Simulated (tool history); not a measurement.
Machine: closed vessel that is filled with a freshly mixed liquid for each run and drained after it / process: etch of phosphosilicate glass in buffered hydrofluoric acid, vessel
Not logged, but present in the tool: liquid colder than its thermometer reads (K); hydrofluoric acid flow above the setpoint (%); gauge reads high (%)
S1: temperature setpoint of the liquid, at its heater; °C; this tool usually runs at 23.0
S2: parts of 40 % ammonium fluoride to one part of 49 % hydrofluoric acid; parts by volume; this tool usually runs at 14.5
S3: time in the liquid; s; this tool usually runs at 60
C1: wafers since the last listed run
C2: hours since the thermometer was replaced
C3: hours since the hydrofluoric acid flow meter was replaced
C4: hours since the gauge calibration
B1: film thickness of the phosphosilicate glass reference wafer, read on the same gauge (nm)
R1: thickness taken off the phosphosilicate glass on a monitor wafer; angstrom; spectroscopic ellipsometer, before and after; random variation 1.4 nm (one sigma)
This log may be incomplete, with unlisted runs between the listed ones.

| run | hour | S1 | S2 | S3 | C1 | C2 | C3 | C4 | B1 | R1 |
|---|---|---|---|---|---|---|---|---|---|---|
| 1 | 0.0 | 23.0 | 14.5 | 60 | 0 | 216.7 | 889.9 | 712.6 | 130.03 | 1914.9 |
| 2 | 62.4 | 23.0 | 14.5 | 60 | 7984 | 279.1 | 952.3 | 775.0 | 130.02 | 1957.3 |
| 3 | 105.4 | 24.5 | 14.5 | 60 | 5502 | 322.1 | 995.3 | 818.0 | 129.95 | 2132.4 |
| 4 | 198.7 | 24.5 | 14.5 | 60 | 11938 | 415.4 | 1088.6 | 911.3 | 129.99 | 2123.2 |
| 5 | 249.5 | 23.0 | 14.5 | 70 | 6500 | 466.2 | 1139.4 | 962.1 | 130.03 | 2296.1 |
| 6 | 329.6 | 23.0 | 14.5 | 70 | 10249 | 546.3 | 1219.5 | 1042.2 | 130.01 | 2316.1 |
| 7 | 415.3 | 23.0 | 14.5 | 70 | 10965 | 632.0 | 1305.2 | 1127.9 | 130.01 | 2324.4 |
| 8 | 520.5 | 23.0 | 14.5 | 60 | 13461 | 737.2 | 1410.4 | 1233.1 | 129.98 | 1982.7 |
| 9 | 573.6 | 23.0 | 14.5 | 60 | 6794 | 790.3 | 1463.5 | 1286.2 | 129.98 | 1974.9 |
| 10 | 628.0 | 23.0 | 14.5 | 60 | 6960 | 844.7 | 1517.9 | 1340.6 | 129.99 | 2002.3 |
| 11 | 669.1 | 23.0 | 14.5 | 60 | 5259 | 885.8 | 1559.0 | 1381.7 | 129.96 | 2010.8 |
| 12 | 754.3 | 20.5 | 14.5 | 60 | 10901 | 971.0 | 1644.2 | 1466.9 | 129.99 | 1759.8 |
| 13 | 846.6 | 27.5 | 14.5 | 70 | 11810 | 1063.3 | 1736.5 | 1559.2 | 130.01 | 3009.6 |
|  | 894.5 | gauge calibrated |
| 14 | 900.4 | 20.5 | 10.0 | 30 | 6884 | 1117.1 | 1790.3 | 5.9 | 129.99 | 1225.6 |
|  | 921.1 | hydrofluoric acid flow meter replaced |
| 15 | 1001.8 | 25.5 | 18.0 | 35 | 12846 | 1218.5 | 80.7 | 107.3 | 129.98 | 1042.5 |
| 16 | 1060.8 | 25.0 | 14.5 | 60 | 7549 | 1277.5 | 139.7 | 166.3 | 129.99 | 2133.8 |
|  | 1068.6 | thermometer replaced |
| 17 | 1167.7 | 23.0 | 14.5 | 60 | 13550 | 99.1 | 246.6 | 273.2 | 130.02 | 1920.7 |
| 18 | 1253.9 | 23.0 | 9.0 | 60 | 11029 | 185.3 | 332.8 | 359.4 | 130.00 | 2950.4 |
| 19 | 1325.8 | 25.5 | 14.5 | 60 | 9200 | 257.2 | 404.7 | 431.3 | 129.98 | 2185.7 |
| 20 | 1601.1 | 23.0 | 14.5 | 35 | 35226 | 532.5 | 680.0 | 706.6 | 130.01 | 1127.8 |

5 options for the next run, each taken on its own from the tool as it stands now. Forecast them:
| A | 1601.8 | 23.0 | 14.5 | 60 | 89 | 533.2 | 680.7 | 707.3 | ? | ? |
| B | 1601.8 | 23.0 | 17.0 | 90 | 89 | 533.2 | 680.7 | 707.3 | ? | ? |
| C | 1601.8 | 23.0 | 12.5 | 85 | 89 | 533.2 | 680.7 | 707.3 | ? | ? |
| D | 1601.8 | 19.5 | 14.5 | 30 | 89 | 533.2 | 680.7 | 707.3 | ? | ? |
| E | 1601.8 | 23.0 | 12.5 | 60 | 89 | 533.2 | 680.7 | 707.3 | ? | ? |

| run | B1 | R1 |
|---|---|---|
| A | 130.03 | 1968.5 |
| B | 130.03 | 2525.3 |
| C | 130.03 | 3225.1 |
| D | 130.03 | 810.2 |
| E | 130.03 | 2276.6 |
The same runs, with their run-to-run variation unchanged, on a tool lacking any hidden condition would have given:
| run | R1 |
|---|---|
| A | 1893.1 |
| B | 2428.3 |
| C | 3101.9 |
| D | 779.1 |
| E | 2189.6 |
